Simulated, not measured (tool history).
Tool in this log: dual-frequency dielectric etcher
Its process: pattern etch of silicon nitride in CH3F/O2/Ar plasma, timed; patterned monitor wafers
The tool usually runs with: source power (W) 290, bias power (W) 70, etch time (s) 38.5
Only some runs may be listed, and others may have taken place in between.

run	hour	source power (W)	bias power (W)	etch time (s)	wafers since the last listed run	hours since the last wet clean	hours since the last source power generator calibration	hours since the last bias power generator calibration	hours since the last upper electrode change	hours since the gauge calibration	read-back reference wafer on the same gauge, depth_nm	mean etch depth across the wafer (nm)
1	0	290	70	44.5	0	234	2855.7	2169.2	1908.6	1714	18.16	24.24
2	40.7	290	70	44.5	492	274.7	2896.4	2209.9	1949.3	1754.7	18.21	24.39
3	106.8	250	75	38.5	800	340.8	2962.5	2276	2015.4	1820.8	18.21	20.66
4	131.3	250	75	38.5	296	365.3	2987	2300.5	2039.9	1845.3	18.15	20.86
5	205.9	250	75	38.5	903	439.9	3061.6	2375.1	2114.5	1919.9	18.26	20.83
# hour 270.7: wet clean of the chamber
6	271.2	290	81	38.5	499	0.5	3126.9	2440.4	2179.8	1985.2	18.2	21.62
7	291.1	290	70	38.5	240	20.4	3146.8	2460.3	2199.7	2005.1	18.21	20.79
8	340.6	290	63	38.5	599	69.9	3196.3	2509.8	2249.2	2054.6	18.19	20.19
# hour 345.1: gauge calibrated
9	372.2	290	63	38.5	382	101.5	3227.9	2541.4	2280.8	27.1	18.18	20.18
10	491.4	290	63	38.5	1442	220.7	3347.1	2660.6	2400	146.3	18.19	20.35
11	554.5	290	70	38.5	763	283.8	3410.2	2723.7	2463.1	209.4	18.17	20.88
12	615.2	290	70	38.5	734	344.5	3470.9	2784.4	2523.8	270.1	18.16	21.04
13	666.2	240	61	49	617	395.5	3521.9	2835.4	2574.8	321.1	18.18	25.01
# hour 721.8: bias power generator calibrated
14	722.3	270	70	49	630	451.6	3578	0.5	2630.9	377.2	18.2	26.52
15	778.4	340	88	42.5	679	507.7	3634.1	56.6	2687	433.3	18.18	25.67
# hour 808.9: wet clean of the chamber
16	849.2	290	70	38.5	566	40.3	3704.9	127.4	2757.8	504.1	18.25	21.07
17	917	290	70	43	820	108.1	3772.7	195.2	2825.6	571.9	18.18	23.42
# hour 954: source power generator calibrated
18	955.3	330	70	32	415	146.4	1.3	233.5	2863.9	610.2	18.2	18.1
19	991.1	290	70	38.5	433	182.2	37.1	269.3	2899.7	646	18.14	20.89
20	1016.2	290	70	27.5	303	207.3	62.2	294.4	2924.8	671.1	18.22	14.92
21	1073.5	240	85	28	693	264.6	119.5	351.7	2982.1	728.4	18.16	15.47
# hour 1129.9: upper electrode replaced
22	1130.4	330	70	38.5	398	321.5	176.4	408.6	0.5	785.3	18.18	21.85
23	1159.7	250	76	48	354	350.8	205.7	437.9	29.8	814.6	18.17	26.37
24	1195.7	310	77	34	435	386.8	241.7	473.9	65.8	850.6	18.22	19.62
25	1246.5	240	70	46	614	437.6	292.5	524.7	116.6	901.4	18.21	24.33

Run 26 has not been measured yet. What should we expect?
26	1287.6	340	70	43	497	478.7	333.6	565.8	157.7	942.5	?	?

Run 26 came out at read-back reference wafer on the same gauge, depth_nm 18.21, mean etch depth across the wafer (nm) 24.67.
Were there no unlogged condition in the tool, this run, its random variation unchanged, would have produced mean etch depth across the wafer (nm) 24.09.
